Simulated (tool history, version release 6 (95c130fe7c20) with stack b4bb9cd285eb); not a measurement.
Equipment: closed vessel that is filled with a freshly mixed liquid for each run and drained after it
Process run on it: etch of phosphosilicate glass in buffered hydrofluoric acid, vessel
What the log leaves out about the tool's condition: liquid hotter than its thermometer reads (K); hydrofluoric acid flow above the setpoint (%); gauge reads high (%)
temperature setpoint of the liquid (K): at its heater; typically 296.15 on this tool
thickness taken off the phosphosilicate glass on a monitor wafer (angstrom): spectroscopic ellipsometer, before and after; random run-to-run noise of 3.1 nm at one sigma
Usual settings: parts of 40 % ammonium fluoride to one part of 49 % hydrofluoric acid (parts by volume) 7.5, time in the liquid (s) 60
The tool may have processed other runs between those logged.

run	day	temperature setpoint of the liquid (K)	parts of 40 % ammonium fluoride to one part of 49 % hydrofluoric acid (parts by volume)	time in the liquid (s)	wafers since the last listed run	hours since the thermometer was replaced	hours since the hydrofluoric acid flow meter was replaced	hours since the gauge calibration	read-back film thickness of the phosphosilicate glass reference wafer, read on the same gauge (nm)	thickness taken off the phosphosilicate glass on a monitor wafer (angstrom)
1	0	296.15	7.5	60	0	280.9	1370.7	8.3	60	6612.9
2	0.812	296.15	7.5	60	1510	300.4	1390.2	27.8	60.01	6671.4
3	1.808	296.15	7.5	60	1851	324.3	1414.1	51.7	60.02	6685
4	5.417	296.15	7.5	60	6708	410.9	1500.7	138.3	60	6743.4
5	6.033	296.15	7.5	60	1146	425.7	1515.5	153.1	60	6704.2
6	7.217	294.65	7.5	60	2199	454.1	1543.9	181.5	60.01	6195.1
7	8.062	292.15	9	60	1572	474.4	1564.2	201.8	60.01	4495.6
# day 8.454: thermometer replaced
# day 8.579: gauge calibrated
8	8.667	297.65	7.5	60	1045	5.1	1578.7	2.1	60	7323.6
9	9.65	296.15	7.5	60	1828	28.7	1602.3	25.7	60	6795.6
# day 10.5: hydrofluoric acid flow meter replaced
10	10.533	293.15	5	45	1564	49.9	0.8	46.9	60.01	5434.3
11	11.271	298.65	6	90	1371	67.6	18.5	64.6	60.01	12736
12	12.096	299.65	10	60	1533	87.4	38.3	84.4	60	5573.5

Expected results for the next run?
13	13.25	296.15	5	40	2145	115.1	66	112.1	?	?

{"run 13": {"read-back film thickness of the phosphosilicate glass reference wafer, read on the same gauge (nm)": 60, "thickness taken off the phosphosilicate glass on a monitor wafer (angstrom)": 5738.7}}
The same run, on a tool lacking any hidden state, would have yielded thickness taken off the phosphosilicate glass on a monitor wafer (angstrom) 5711.7.

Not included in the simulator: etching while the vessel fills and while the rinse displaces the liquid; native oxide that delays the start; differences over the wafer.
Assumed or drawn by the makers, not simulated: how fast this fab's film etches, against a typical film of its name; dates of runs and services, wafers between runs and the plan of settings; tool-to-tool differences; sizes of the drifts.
